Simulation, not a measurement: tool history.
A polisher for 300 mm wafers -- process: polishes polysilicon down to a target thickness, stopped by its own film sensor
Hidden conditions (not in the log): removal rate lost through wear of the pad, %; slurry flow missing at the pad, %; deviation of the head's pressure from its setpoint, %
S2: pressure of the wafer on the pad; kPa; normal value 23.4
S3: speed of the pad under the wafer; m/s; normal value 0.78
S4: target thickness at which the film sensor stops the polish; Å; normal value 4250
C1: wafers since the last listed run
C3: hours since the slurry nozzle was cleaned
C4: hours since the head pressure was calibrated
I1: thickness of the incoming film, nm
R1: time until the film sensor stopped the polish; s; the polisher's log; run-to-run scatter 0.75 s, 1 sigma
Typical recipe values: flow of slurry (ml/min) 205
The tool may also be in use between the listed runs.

{"run": 1, "hour": 0.0, "flow of slurry (ml/min)": 240, "S2": 23.4, "S3": 0.78, "S4": 4250, "C1": 0, "wafers polished on this pad": 4293, "C3": 706.2, "C4": 588.6, "I1": 975.2, "R1": 56.7}
{"hour": 40.1, "done": "slurry nozzle cleaned"}
{"run": 2, "hour": 52.1, "flow of slurry (ml/min)": 205, "S2": 23.4, "S3": 0.84, "S4": 4250, "C1": 628, "wafers polished on this pad": 4921, "C3": 12, "C4": 640.7, "I1": 971.6, "R1": 52.3}
{"hour": 75.7, "done": "head pressure recalibrated"}
{"run": 3, "hour": 113.3, "flow of slurry (ml/min)": 205, "S2": 23.4, "S3": 0.78, "S4": 4250, "C1": 728, "wafers polished on this pad": 5650, "C3": 73.2, "C4": 37.6, "I1": 953.3, "R1": 62}
{"run": 4, "hour": 180.3, "flow of slurry (ml/min)": 205, "S2": 23.4, "S3": 0.78, "S4": 4250, "C1": 824, "wafers polished on this pad": 6474, "C3": 140.2, "C4": 104.6, "I1": 963.3, "R1": 62.3}
{"run": 5, "hour": 235.2, "flow of slurry (ml/min)": 205, "S2": 23.4, "S3": 0.66, "S4": 4250, "C1": 675, "wafers polished on this pad": 7150, "C3": 195.1, "C4": 159.5, "I1": 971.3, "R1": 73.7}
{"run": 6, "hour": 272.8, "flow of slurry (ml/min)": 205, "S2": 23.4, "S3": 0.66, "S4": 4250, "C1": 462, "wafers polished on this pad": 7612, "C3": 232.7, "C4": 197.1, "I1": 960.6, "R1": 74.3}
{"hour": 345.5, "done": "worn pad replaced by a new one"}
{"run": 7, "hour": 363.8, "flow of slurry (ml/min)": 205, "S2": 23.4, "S3": 0.66, "S4": 4250, "C1": 1070, "wafers polished on this pad": 225, "C3": 323.7, "C4": 288.1, "I1": 966.8, "R1": 71.9}
{"run": 8, "hour": 449.6, "flow of slurry (ml/min)": 205, "S2": 20.7, "S3": 0.78, "S4": 4250, "C1": 1055, "wafers polished on this pad": 1281, "C3": 409.5, "C4": 373.9, "I1": 959.7, "R1": 68.2}
{"run": 9, "hour": 627.0, "flow of slurry (ml/min)": 205, "S2": 23.4, "S3": 0.78, "S4": 4250, "C1": 2182, "wafers polished on this pad": 3463, "C3": 586.9, "C4": 551.3, "I1": 964.3, "R1": 57.5}
{"run": 10, "hour": 669.3, "flow of slurry (ml/min)": 205, "S2": 23.4, "S3": 0.78, "S4": 4250, "C1": 520, "wafers polished on this pad": 3984, "C3": 629.2, "C4": 593.6, "I1": 971.9, "R1": 57.2}
{"hour": 679.3, "done": "slurry nozzle cleaned"}
{"hour": 711.5, "done": "head pressure recalibrated"}
{"run": 11, "hour": 766.7, "flow of slurry (ml/min)": 205, "S2": 23.4, "S3": 0.78, "S4": 4250, "C1": 1161, "wafers polished on this pad": 5145, "C3": 87.4, "C4": 55.2, "I1": 973.9, "R1": 61.3}
{"run": 12, "hour": 844.9, "flow of slurry (ml/min)": 205, "S2": 23.4, "S3": 0.78, "S4": 4250, "C1": 962, "wafers polished on this pad": 6108, "C3": 165.6, "C4": 133.4, "I1": 954.6, "R1": 60.7}
{"run": 13, "hour": 923.9, "flow of slurry (ml/min)": 205, "S2": 23.4, "S3": 0.78, "S4": 4250, "C1": 972, "wafers polished on this pad": 7080, "C3": 244.6, "C4": 212.4, "I1": 954.1, "R1": 58.7}
{"hour": 949.1, "done": "worn pad replaced by a new one"}
{"run": 14, "hour": 974.8, "flow of slurry (ml/min)": 205, "S2": 23.4, "S3": 0.78, "S4": 4250, "C1": 577, "wafers polished on this pad": 316, "C3": 295.5, "C4": 263.3, "I1": 979.9, "R1": 61.7}
{"run": 15, "hour": 1052.1, "flow of slurry (ml/min)": 205, "S2": 23.4, "S3": 0.78, "S4": 4250, "C1": 951, "wafers polished on this pad": 1267, "C3": 372.8, "C4": 340.6, "I1": 986.3, "R1": 60.1}
{"run": 16, "hour": 1124.7, "flow of slurry (ml/min)": 205, "S2": 23.4, "S3": 0.78, "S4": 4250, "C1": 893, "wafers polished on this pad": 2161, "C3": 445.4, "C4": 413.2, "I1": 975.6, "R1": 58.4}
{"run": 17, "hour": 1184.3, "flow of slurry (ml/min)": 205, "S2": 23.4, "S3": 0.78, "S4": 4250, "C1": 733, "wafers polished on this pad": 2894, "C3": 505, "C4": 472.8, "I1": 976, "R1": 58.8}
{"run": 18, "hour": 1221.6, "flow of slurry (ml/min)": 205, "S2": 23.4, "S3": 0.78, "S4": 4250, "C1": 458, "wafers polished on this pad": 3353, "C3": 542.3, "C4": 510.1, "I1": 980.2, "R1": 59}
{"hour": 1267.2, "done": "slurry nozzle cleaned"}
{"run": 19, "hour": 1296.9, "flow of slurry (ml/min)": 165, "S2": 19.3, "S3": 0.88, "S4": 2790, "C1": 914, "wafers polished on this pad": 4267, "C3": 29.7, "C4": 585.4, "I1": 967.1, "R1": 76.5}
{"hour": 1374.6, "done": "head pressure recalibrated"}
{"run": 20, "hour": 1382.9, "flow of slurry (ml/min)": 250, "S2": 28.3, "S3": 0.52, "S4": 5690, "C1": 1033, "wafers polished on this pad": 5300, "C3": 115.7, "C4": 8.3, "I1": 969.7, "R1": 55.4}
{"run": 21, "hour": 1473.2, "flow of slurry (ml/min)": 205, "S2": 29, "S3": 0.78, "S4": 4250, "C1": 1111, "wafers polished on this pad": 6412, "C3": 206, "C4": 98.6, "I1": 965.6, "R1": 49.7}
{"hour": 1623.8, "done": "worn pad replaced by a new one"}
{"run": 22, "hour": 1739.1, "flow of slurry (ml/min)": 230, "S2": 23.4, "S3": 0.78, "S4": 4250, "C1": 3222, "wafers polished on this pad": 1419, "C3": 471.9, "C4": 364.5, "I1": 973.9, "R1": 59.2}
{"run": 23, "hour": 1823.7, "flow of slurry (ml/min)": 145, "S2": 28.3, "S3": 0.78, "S4": 3610, "C1": 1040, "wafers polished on this pad": 2460, "C3": 556.5, "C4": 449.1, "I1": 965, "R1": 57.8}
{"run": 24, "hour": 1909.6, "flow of slurry (ml/min)": 205, "S2": 23.4, "S3": 0.78, "S4": 4250, "C1": 1056, "wafers polished on this pad": 3516, "C3": 642.4, "C4": 535, "I1": 968.5, "R1": 58.8}
{"hour": 1977.0, "done": "slurry nozzle cleaned"}
{"hour": 2008.5, "done": "head pressure recalibrated"}
{"run": 25, "hour": 2012.7, "flow of slurry (ml/min)": 205, "S2": 23.4, "S3": 0.78, "S4": 4250, "C1": 1231, "wafers polished on this pad": 4748, "C3": 35.7, "C4": 4.2, "I1": 958.8, "R1": 60.8}
{"run": 26, "hour": 2095.7, "flow of slurry (ml/min)": 205, "S2": 23.4, "S3": 0.78, "S4": 3420, "C1": 1021, "wafers polished on this pad": 5769, "C3": 118.7, "C4": 87.2, "I1": 976, "R1": 72.6}
{"run": 27, "hour": 2159.6, "flow of slurry (ml/min)": 255, "S2": 23.4, "S3": 0.78, "S4": 5190, "C1": 786, "wafers polished on this pad": 6556, "C3": 182.6, "C4": 151.1, "I1": 976.4, "R1": 50.2}
{"run": 28, "hour": 2207.0, "flow of slurry (ml/min)": 205, "S2": 23.4, "S3": 0.78, "S4": 4250, "C1": 583, "wafers polished on this pad": 7139, "C3": 230, "C4": 198.5, "I1": 956.7, "R1": 60.1}
{"hour": 2268.0, "done": "worn pad replaced by a new one"}
{"run": 29, "hour": 2294.9, "flow of slurry (ml/min)": 205, "S2": 23.4, "S3": 0.78, "S4": 4250, "C1": 1032, "wafers polished on this pad": 331, "C3": 317.9, "C4": 286.4, "I1": 955.5, "R1": 59.9}
{"run": 30, "hour": 2368.5, "flow of slurry (ml/min)": 240, "S2": 27.6, "S3": 0.78, "S4": 4250, "C1": 905, "wafers polished on this pad": 1236, "C3": 391.5, "C4": 360, "I1": 952.4, "R1": 49}
{"run": 31, "hour": 2441.2, "flow of slurry (ml/min)": 205, "S2": 17.2, "S3": 0.78, "S4": 4250, "C1": 894, "wafers polished on this pad": 2131, "C3": 464.2, "C4": 432.7, "I1": 961.9, "R1": 77.9}
{"run": 32, "hour": 2532.4, "flow of slurry (ml/min)": 155, "S2": 23.4, "S3": 0.78, "S4": 4250, "C1": 1122, "wafers polished on this pad": 3253, "C3": 555.4, "C4": 523.9, "I1": 977.4, "R1": 60.4}
{"run": 33, "hour": 2617.7, "flow of slurry (ml/min)": 205, "S2": 23.4, "S3": 0.78, "S4": 4250, "C1": 1049, "wafers polished on this pad": 4302, "C3": 640.7, "C4": 609.2, "I1": 954.7, "R1": 54}
{"hour": 2699.5, "done": "head pressure recalibrated"}
{"run": 34, "hour": 2700.0, "flow of slurry (ml/min)": 205, "S2": 31, "S3": 1.02, "S4": 4250, "C1": 988, "wafers polished on this pad": 5290, "C3": 723, "C4": 0.5, "I1": 951.7, "R1": 35.9}
{"hour": 2712.9, "done": "slurry nozzle cleaned"}
{"run": 35, "hour": 2779.5, "flow of slurry (ml/min)": 205, "S2": 23.4, "S3": 0.78, "S4": 4790, "C1": 965, "wafers polished on this pad": 6256, "C3": 66.6, "C4": 80, "I1": 985.7, "R1": 57.6}
{"run": 36, "hour": 2880.2, "flow of slurry (ml/min)": 205, "S2": 29.6, "S3": 0.78, "S4": 5490, "C1": 1239, "wafers polished on this pad": 7495, "C3": 167.3, "C4": 180.7, "I1": 958.4, "R1": 38.3}

Measured result minus the same run's result without the hidden state. Both carry the same run-to-run variation, though not necessarily the same gauge scatter:
run=1 R1=-4.9
run=2 R1=-5.4
run=3 R1=+0.6
run=4 R1=+0.5
run=5 R1=+0.3
run=6 R1=+0
run=7 R1=-0.7
run=8 R1=-1.6
run=9 R1=-3.7
run=10 R1=-4.3
run=11 R1=-1.1
run=12 R1=-1.3
run=13 R1=-1.6
run=14 R1=-2.1
run=15 R1=-2.6
run=16 R1=-3.4
run=17 R1=-4.1
run=18 R1=-4.7
run=19 R1=-7.7
run=20 R1=-0.2
run=21 R1=-0.3
run=22 R1=-2.1
run=23 R1=-3.1
run=24 R1=-4.3
run=25 R1=-0.4
run=26 R1=-0.6
run=27 R1=-0.6
run=28 R1=-0.9
run=29 R1=-1.6
run=30 R1=-1.8
run=31 R1=-4.1
run=32 R1=-4.4
run=33 R1=-5.2
run=34 R1=+0.9
run=35 R1=+1.3
run=36 R1=+0.6
